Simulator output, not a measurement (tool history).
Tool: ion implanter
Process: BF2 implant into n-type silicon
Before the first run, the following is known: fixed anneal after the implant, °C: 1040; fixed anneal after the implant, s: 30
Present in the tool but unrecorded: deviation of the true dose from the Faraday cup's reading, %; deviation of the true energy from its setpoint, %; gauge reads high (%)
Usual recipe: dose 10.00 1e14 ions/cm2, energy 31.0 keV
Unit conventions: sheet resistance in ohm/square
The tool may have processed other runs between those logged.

run,hour,dose,energy,wafers since the last listed run,hours since the last dose calibration,hours since the extraction supply was calibrated,hours since the gauge calibration,"read-back reference wafer on the same gauge, sheet resistance",sheet resistance
1,0.0,10.00,27.5,0,34.7,2474.0,875.8,147.16,131.92
2,63.3,10.00,27.5,1176,98.0,2537.3,939.1,147.34,132.05
3,128.9,10.00,31.0,1219,163.6,2602.9,1004.7,147.16,129.22
4,391.5,10.00,31.0,4880,426.2,2865.5,1267.3,147.01,131.17
5,485.0,8.17,28.0,1737,519.7,2959.0,1360.8,147.06,155.52
6,571.8,8.17,28.0,1613,606.5,3045.8,1447.6,146.45,156.38
7,666.7,11.28,31.0,1763,701.4,3140.7,1542.5,147.16,121.41
# hour 775.1: Faraday cup replaced and dose calibrated
# hour 885.6: extraction supply calibrated
8,961.8,10.00,31.0,5186,186.7,76.2,1837.6,146.78,129.27
9,1032.8,10.00,31.0,1319,257.7,147.2,1908.6,147.32,129.82
10,1103.8,11.73,26.0,1319,328.7,218.2,1979.6,147.19,123.12
11,1193.5,11.73,26.0,1666,418.4,307.9,2069.3,146.91,122.21
12,1271.8,11.73,26.0,1455,496.7,386.2,2147.6,146.97,123.94
13,1323.6,10.00,31.0,962,548.5,438.0,2199.4,147.47,131.68
14,1380.9,10.00,31.0,1064,605.8,495.3,2256.7,146.97,132.10
15,1484.5,10.00,31.0,1925,709.4,598.9,2360.3,147.20,131.98
16,1579.2,10.00,31.0,1759,804.1,693.6,2455.0,146.98,133.45
# hour 1592.3: Faraday cup replaced and dose calibrated
17,1676.4,11.55,27.5,1657,84.1,790.8,2552.2,146.92,122.51
18,1763.2,10.00,31.0,1613,170.9,877.6,2639.0,146.63,130.05
19,1867.1,10.00,31.0,1930,274.8,981.5,2742.9,146.94,131.08
20,1937.9,9.01,31.0,1315,345.6,1052.3,2813.7,147.09,141.30
21,2026.4,10.00,31.0,1644,434.1,1140.8,2902.2,147.22,132.77
22,2097.8,9.18,40.5,1326,505.5,1212.2,2973.6,146.96,135.65
23,2156.9,10.00,31.0,1098,564.6,1271.3,3032.7,146.99,132.95
24,2231.8,10.00,39.5,1391,639.5,1346.2,3107.6,147.12,126.57
# hour 2266.5: gauge calibrated
# hour 2332.0: Faraday cup replaced and dose calibrated
25,2337.4,12.35,24.0,1813,5.4,1451.8,70.9,146.78,122.41
26,2419.2,7.99,31.0,1520,87.2,1533.6,152.7,146.64,154.92
27,2475.5,7.61,23.5,1046,143.5,1589.9,209.0,147.30,167.80
28,2548.9,7.67,21.0,1364,216.9,1663.3,282.4,147.01,171.31
29,2748.1,7.85,40.5,3701,416.1,1862.5,481.6,146.92,155.53
30,2809.7,12.97,37.5,1144,477.7,1924.1,543.2,146.77,106.98
31,2845.8,8.88,28.0,670,513.8,1960.2,579.3,146.71,147.00
32,2943.3,8.59,23.0,1811,611.3,2057.7,676.8,146.75,157.41
33,3007.2,12.28,42.0,1187,675.2,2121.6,740.7,147.26,107.13
34,3102.3,10.00,31.0,1767,770.3,2216.7,835.8,147.07,134.31
# hour 3202.9: Faraday cup replaced and dose calibrated
35,3236.5,7.83,31.0,2345,33.6,2350.9,970.0,147.20,156.22
36,3336.0,7.25,39.5,1849,133.1,2450.4,1069.5,147.37,163.45
37,3388.6,11.91,36.0,977,185.7,2503.0,1122.1,147.42,111.61

The same runs without the tool's hidden state, with the same run-to-run variation:
run,sheet resistance
1,131.97
2,131.78
3,128.60
4,129.12
5,152.18
6,152.40
7,118.50
8,128.38
9,128.55
10,121.90
11,120.65
12,122.04
13,128.79
14,128.89
15,128.20
16,129.09
17,121.78
18,128.64
19,129.09
20,138.53
21,129.87
22,131.76
23,129.32
24,122.38
25,122.18
26,153.84
27,166.30
28,169.31
29,151.78
30,105.13
31,143.34
32,153.05
33,104.20
34,129.66
35,155.79
36,162.14
37,110.79
